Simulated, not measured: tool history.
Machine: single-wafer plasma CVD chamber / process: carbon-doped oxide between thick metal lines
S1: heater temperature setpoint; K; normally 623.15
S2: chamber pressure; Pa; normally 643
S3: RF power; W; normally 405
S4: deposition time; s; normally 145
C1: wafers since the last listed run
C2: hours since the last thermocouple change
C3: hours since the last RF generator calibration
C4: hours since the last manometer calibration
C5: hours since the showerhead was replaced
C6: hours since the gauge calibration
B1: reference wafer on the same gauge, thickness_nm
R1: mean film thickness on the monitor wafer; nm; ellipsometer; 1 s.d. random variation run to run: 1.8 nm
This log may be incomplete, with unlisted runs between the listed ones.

| run | day | S1 | S2 | S3 | S4 | C1 | C2 | C3 | C4 | C5 | C6 | B1 | R1 |
|---|---|---|---|---|---|---|---|---|---|---|---|---|---|
| 1 | 0.000 | 623.15 | 643 | 405 | 145 | 0 | 710.6 | 1394.1 | 794.4 | 6784.5 | 298.9 | 716.199 | 571.705 |
| 2 | 0.604 | 623.15 | 643 | 405 | 145 | 138 | 725.1 | 1408.6 | 808.9 | 6799.0 | 313.4 | 716.368 | 569.360 |
| 3 | 1.262 | 623.15 | 643 | 405 | 145 | 150 | 740.9 | 1424.4 | 824.7 | 6814.8 | 329.2 | 715.520 | 570.826 |
| 4 | 1.879 | 620.15 | 643 | 405 | 145 | 141 | 755.7 | 1439.2 | 839.5 | 6829.6 | 344.0 | 715.792 | 574.660 |
| 5 | 3.292 | 620.15 | 643 | 405 | 145 | 323 | 789.6 | 1473.1 | 873.4 | 6863.5 | 377.9 | 716.224 | 575.294 |
| 6 | 4.162 | 620.15 | 643 | 405 | 145 | 199 | 810.5 | 1494.0 | 894.3 | 6884.4 | 398.8 | 716.099 | 576.192 |
| 7 | 5.338 | 623.15 | 643 | 405 | 145 | 269 | 838.7 | 1522.2 | 922.5 | 6912.6 | 427.0 | 715.443 | 572.363 |
|  | 6.738 | capacitance manometer re-zeroed and calibrated |
|  | 8.754 | gauge calibrated |
| 8 | 9.296 | 623.15 | 643 | 405 | 145 | 830 | 933.7 | 1617.2 | 61.4 | 7007.6 | 13.0 | 716.147 | 572.685 |
|  | 9.767 | showerhead replaced |
| 9 | 12.712 | 623.15 | 643 | 405 | 145 | 706 | 1015.7 | 1699.2 | 143.4 | 70.7 | 95.0 | 715.562 | 570.221 |
|  | 13.342 | thermocouple changed; heater temperature recalibrated |
| 10 | 13.362 | 623.15 | 643 | 440 | 145 | 72 | 0.5 | 1714.8 | 159.0 | 86.3 | 110.6 | 715.738 | 602.084 |
|  | 14.004 | RF generator calibrated |
| 11 | 14.058 | 618.15 | 643 | 405 | 127 | 83 | 17.2 | 1.3 | 175.7 | 103.0 | 127.3 | 715.931 | 543.088 |
| 12 | 15.254 | 623.15 | 643 | 405 | 145 | 273 | 45.9 | 30.0 | 204.4 | 131.7 | 156.0 | 715.713 | 611.824 |
| 13 | 16.371 | 610.15 | 591 | 330 | 132 | 255 | 72.7 | 56.8 | 231.2 | 158.5 | 182.8 | 716.251 | 495.711 |
| 14 | 16.983 | 618.15 | 796 | 405 | 145 | 140 | 87.4 | 71.5 | 245.9 | 173.2 | 197.5 | 715.473 | 632.901 |
| 15 | 17.775 | 618.15 | 508 | 405 | 133 | 181 | 106.4 | 90.5 | 264.9 | 192.2 | 216.5 | 715.408 | 543.786 |
| 16 | 18.500 | 611.15 | 643 | 405 | 145 | 166 | 123.8 | 107.9 | 282.3 | 209.6 | 233.9 | 715.607 | 621.196 |

For some of the steps in R1 from one run to the next: how much would appear even if the tool had no hidden state, given the settings, what came in and random variation, and how much remains for the hidden state plus any gauge scatter that the measured result and the result without hidden state don't share?
Hidden state at play: wafer temperature above the value expected at the setpoint (K); delivered RF power above the setpoint (%); true pressure above the setpoint (%); gauge reads high (%).
Run 10 -> 11: S1 623.15 -> 618.15, S3 440 -> 405, S4 145 -> 127, RF generator calibrated. R1 -58.996 nm: hidden state +40.391, all else -99.387.
Run 13 -> 14: S1 610.15 -> 618.15, S2 591 -> 796, S3 330 -> 405, S4 132 -> 145. R1 +137.190 nm: hidden state -1.561, all else +138.751.

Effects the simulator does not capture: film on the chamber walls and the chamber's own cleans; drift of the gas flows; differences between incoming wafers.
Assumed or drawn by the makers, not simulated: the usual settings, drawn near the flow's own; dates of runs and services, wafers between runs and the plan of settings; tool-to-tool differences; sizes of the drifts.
